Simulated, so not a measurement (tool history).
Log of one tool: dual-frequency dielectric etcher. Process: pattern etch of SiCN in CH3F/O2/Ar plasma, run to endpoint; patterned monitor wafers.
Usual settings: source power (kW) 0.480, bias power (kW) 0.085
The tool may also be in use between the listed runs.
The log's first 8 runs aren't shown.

run    hour  source power (kW)  bias power (kW)  wafers since the last listed run  hours since the last wet clean  hours since the last source power generator calibration  hours since the last bias power generator calibration  hours since the last upper electrode change  incoming incoming film thickness, nm  endpoint time (s)
  9   378.9              0.480            0.085                               823                           199.4                                                   1679.4                                                 3287.7                                       3130.0                                 11.71               29.2
 10   435.3              0.480            0.085                               891                           255.8                                                   1735.8                                                 3344.1                                       3186.4                                 11.77               29.5
      499.2  -- wet clean of the chamber
 11   499.7              0.550            0.085                               638                             0.5                                                   1800.2                                                 3408.5                                       3250.8                                 11.70               26.6
 12   595.9              0.550            0.085                              1519                            96.7                                                   1896.4                                                 3504.7                                       3347.0                                 11.67               26.7
 13   657.7              0.550            0.085                               976                           158.5                                                   1958.2                                                 3566.5                                       3408.8                                 11.60               26.6
 14   686.5              0.480            0.085                               454                           187.3                                                   1987.0                                                 3595.3                                       3437.6                                 11.68               28.3
      722.3  -- bias power generator calibrated
 15   722.8              0.420            0.085                               510                           223.6                                                   2023.3                                                    0.5                                       3473.9                                 11.62               29.5
 16   759.7              0.420            0.085                               582                           260.5                                                   2060.2                                                   37.4                                       3510.8                                 11.82               30.4
      790.0  -- source power generator calibrated
      825.7  -- wet clean of the chamber, repeated, since the last time left the tool worse
 17   826.2              0.480            0.098                               608                             0.5                                                     36.2                                                  103.9                                       3577.3                                 11.78               26.8
 18   877.2              0.400            0.069                               805                            51.5                                                     87.2                                                  154.9                                       3628.3                                 11.63               35.0
 19   940.8              0.510            0.078                              1004                           115.1                                                    150.8                                                  218.5                                       3691.9                                 11.64               29.8
 20  1000.6              0.590            0.085                               944                           174.9                                                    210.6                                                  278.3                                       3751.7                                 11.75               27.0
     1051.6  -- upper electrode replaced
 21  1052.1              0.480            0.085                               434                           226.4                                                    262.1                                                  329.8                                          0.5                                 11.72               29.2
 22  1092.9              0.480            0.085                               644                           267.2                                                    302.9                                                  370.6                                         41.3                                 11.71               29.4
     1137.2  -- wet clean of the chamber
 23  1139.2              0.440            0.085                               352                             2.0                                                    349.2                                                  416.9                                         87.6                                 11.63               29.6
 24  1172.7              0.480            0.091                               529                            35.5                                                    382.7                                                  450.4                                        121.1                                 11.64               27.7
 25  1202.2              0.540            0.085                               466                            65.0                                                    412.2                                                  479.9                                        150.6                                 11.77               27.9
 26  1255.9              0.480            0.085                               848                           118.7                                                    465.9                                                  533.6                                        204.3                                 11.65               28.8
 27  1314.0              0.480            0.085                               917                           176.8                                                    524.0                                                  591.7                                        262.4                                 11.75               29.2
 28  1348.1              0.450            0.071                               538                           210.9                                                    558.1                                                  625.8                                        296.5                                 11.57               32.8
 29  1395.3              0.370            0.078                               745                           258.1                                                    605.3                                                  673.0                                        343.7                                 11.67               33.8
 30  1456.5              0.360            0.091                               966                           319.3                                                    666.5                                                  734.2                                        404.9                                 11.62               31.4
     1504.7  -- wet clean of the chamber
 31  1505.2              0.480            0.103                               390                             0.5                                                    715.2                                                  782.9                                        453.6                                 11.76               26.2
 32  1542.5              0.360            0.104                               589                            37.8                                                    752.5                                                  820.2                                        490.9                                 11.56               28.7

5 ways to go on from here, each from the tool as it stands after run 32. What would each give?
  A  1542.9              0.480            0.085                                 6                            38.2                                                    752.9                                                  820.6                                        491.3                                 11.72                  ?
  B  1542.9              0.480            0.094                                 6                            38.2                                                    752.9                                                  820.6                                        491.3                                 11.72                  ?
  C  1542.9              0.600            0.065                                 6                            38.2                                                    752.9                                                  820.6                                        491.3                                 11.72                  ?
  D  1542.9              0.510            0.074                                 6                            38.2                                                    752.9                                                  820.6                                        491.3                                 11.72                  ?
  E  1542.9              0.580            0.101                                 6                            38.2                                                    752.9                                                  820.6                                        491.3                                 11.72                  ?

run  endpoint time (s)
  A               29.0
  B               27.4
  C               31.1
  D               30.7
  E               24.5
Without the tool's hidden state the same runs would have given:
run  endpoint time (s)
  A               28.9
  B               27.3
  C               31.0
  D               30.6
  E               24.4
